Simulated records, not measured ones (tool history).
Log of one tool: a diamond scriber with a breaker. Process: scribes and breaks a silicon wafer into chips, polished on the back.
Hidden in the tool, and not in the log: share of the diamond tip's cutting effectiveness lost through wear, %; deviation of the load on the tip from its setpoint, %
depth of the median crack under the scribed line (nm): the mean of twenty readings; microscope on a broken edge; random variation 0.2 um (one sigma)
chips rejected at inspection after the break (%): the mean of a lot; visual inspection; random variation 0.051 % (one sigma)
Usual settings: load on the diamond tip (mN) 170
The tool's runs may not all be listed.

run    hour  load on the diamond tip (mN)  wafers since the last listed run  hours since the diamond tip was replaced  hours since the load on the tip was calibrated  incoming depth of the damage left on the back of the incoming wafer, um  depth of the median crack under the scribed line (nm)  chips rejected at inspection after the break (%)
  1     0.0                           196                                 0                                     368.8                                           212.3                                                                     0.02                                                  14490                                              1.64
  2    75.1                           193                               271                                     443.9                                           287.4                                                                     0.02                                                  14340                                              1.38
  3   135.2                           193                               217                                     504.0                                           347.5                                                                     0.01                                                  13780                                              1.46
  4   199.3                           145                               231                                     568.1                                           411.6                                                                     0.03                                                  11640                                             14.77
      284.8  -- diamond tip replaced by a new one
  5   299.2                           145                               354                                      14.4                                           511.5                                                                     0.05                                                  12320                                             10.06
  6   393.8                           170                               342                                     109.0                                           606.1                                                                     0.04                                                  13180                                              3.89
  7   430.5                           170                               132                                     145.7                                           642.8                                                                     0.03                                                  13150                                              4.19
  8   469.0                           170                               139                                     184.2                                           681.3                                                                     0.04                                                  13400                                              4.68
  9   538.6                           170                               251                                     253.8                                           750.9                                                                     0.03                                                  12690                                              6.03
 10   746.1                           198                               750                                     461.3                                           958.4                                                                     0.04                                                  13560                                              3.26
      777.3  -- load on the tip recalibrated
 11   822.5                           198                               269                                     537.7                                            45.2                                                                     0.04                                                  14600                                              1.65
 12   897.1                           198                               269                                     612.3                                           119.8                                                                     0.02                                                  14700                                              1.40
 13   960.5                           170                               229                                     675.7                                           183.2                                                                     0.03                                                  12980                                              4.80
 14  1000.0                           170                               142                                     715.2                                           222.7                                                                     0.03                                                  13170                                              5.25
     1052.9  -- diamond tip replaced by a new one
 15  1064.6                           170                               226                                      11.7                                           287.3                                                                     0.04                                                  13840                                              1.71
 16  1135.2                           170                               255                                      82.3                                           357.9                                                                     0.03                                                  13760                                              2.17
 17  1240.1                           170                               379                                     187.2                                           462.8                                                                     0.03                                                  13600                                              3.29
 18  1352.0                           170                               404                                     299.1                                           574.7                                                                     0.04                                                  13190                                              4.47
 19  1426.1                           152                               267                                     373.2                                           648.8                                                                     0.03                                                  11980                                             12.97
     1659.6  -- load on the tip recalibrated
     1688.8  -- diamond tip replaced by a new one
 20  1749.4                           152                              1154                                      60.6                                            89.8                                                                     0.04                                                  13520                                              3.74
 21  1850.0                           121                               363                                     161.2                                           190.4                                                                     0.02                                                  11290                                             19.53
 22  1928.4                           170                               283                                     239.6                                           268.8                                                                     0.02                                                  13820                                              2.39
 23  2022.4                           148                               339                                     333.6                                           362.8                                                                     0.01                                                  12100                                              9.48
 24  2062.0                           199                               143                                     373.2                                           402.4                                                                     0.02                                                  14720                                              1.50
 25  2104.5                           125                               153                                     415.7                                           444.9                                                                     0.03                                                  10800                                             25.34
 26  2206.1                           199                               367                                     517.3                                           546.5                                                                     0.01                                                  14230                                              1.48
 27  2266.9                           120                               219                                     578.1                                           607.3                                                                     0.02                                                  10260                                             33.79
 28  2317.6                           133                               183                                     628.8                                           658.0                                                                     0.05                                                  10920                                             26.72
 29  2377.4                           153                               216                                     688.6                                           717.8                                                                     0.02                                                  11700                                             16.80
     2435.5  -- diamond tip replaced by a new one
     2443.5  -- load on the tip recalibrated
 30  2457.9                           195                               276                                      22.4                                            14.4                                                                     0.04                                                  15910                                              4.05
 31  2556.7                           119                               357                                     121.2                                           113.2                                                                     0.01                                                  11330                                             18.14
 32  2662.5                           136                               382                                     227.0                                           219.0                                                                     0.04                                                  12190                                             10.90
 33  2722.8                           146                               218                                     287.3                                           279.3                                                                     0.04                                                  12450                                              8.26
 34  2765.2                           170                               153                                     329.7                                           321.7                                                                     0.01                                                  13570                                              2.53
 35  2830.7                           128                               236                                     395.2                                           387.2                                                                     0.03                                                  11490                                             19.62
 36  2913.5                           170                               299                                     478.0                                           470.0                                                                     0.03                                                  13480                                              4.23
 37  2987.7                           211                               268                                     552.2                                           544.2                                                                     0.02                                                  14900                                              1.63
 38  3080.7                           219                               336                                     645.2                                           637.2                                                                     0.02                                                  15020                                              1.79
     3118.3  -- diamond tip replaced by a new one
 39  3183.9                           127                               365                                      65.6                                           740.4                                                                     0.04                                                  11340                                             20.31
 40  3257.8                           170                               267                                     139.5                                           814.3                                                                     0.02                                                  13170                                              4.49
 41  3365.5                           170                               389                                     247.2                                           922.0                                                                     0.04                                                  12770                                              5.97

Forecast each of these 4 alternatives for the next run:
  A  3366.1                           122                                 2                                     247.8                                           922.6                                                                     0.04                                                      ?                                                 ?
  B  3366.1                           204                                 2                                     247.8                                           922.6                                                                     0.04                                                      ?                                                 ?
  C  3366.1                           201                                 2                                     247.8                                           922.6                                                                     0.04                                                      ?                                                 ?
  D  3366.1                           189                                 2                                     247.8                                           922.6                                                                     0.04                                                      ?                                                 ?

run  depth of the median crack under the scribed line (nm)  chips rejected at inspection after the break (%)
  A                                                  10560                                             28.99
  B                                                  14380                                              1.30
  C                                                  14250                                              1.34
  D                                                  13720                                              2.14
Without the tool's hidden state the same runs would have given:
run  depth of the median crack under the scribed line (nm)  chips rejected at inspection after the break (%)
  A                                                  11840                                             13.60
  B                                                  16120                                              5.40
  C                                                  15980                                              4.76
  D                                                  15390                                              2.69
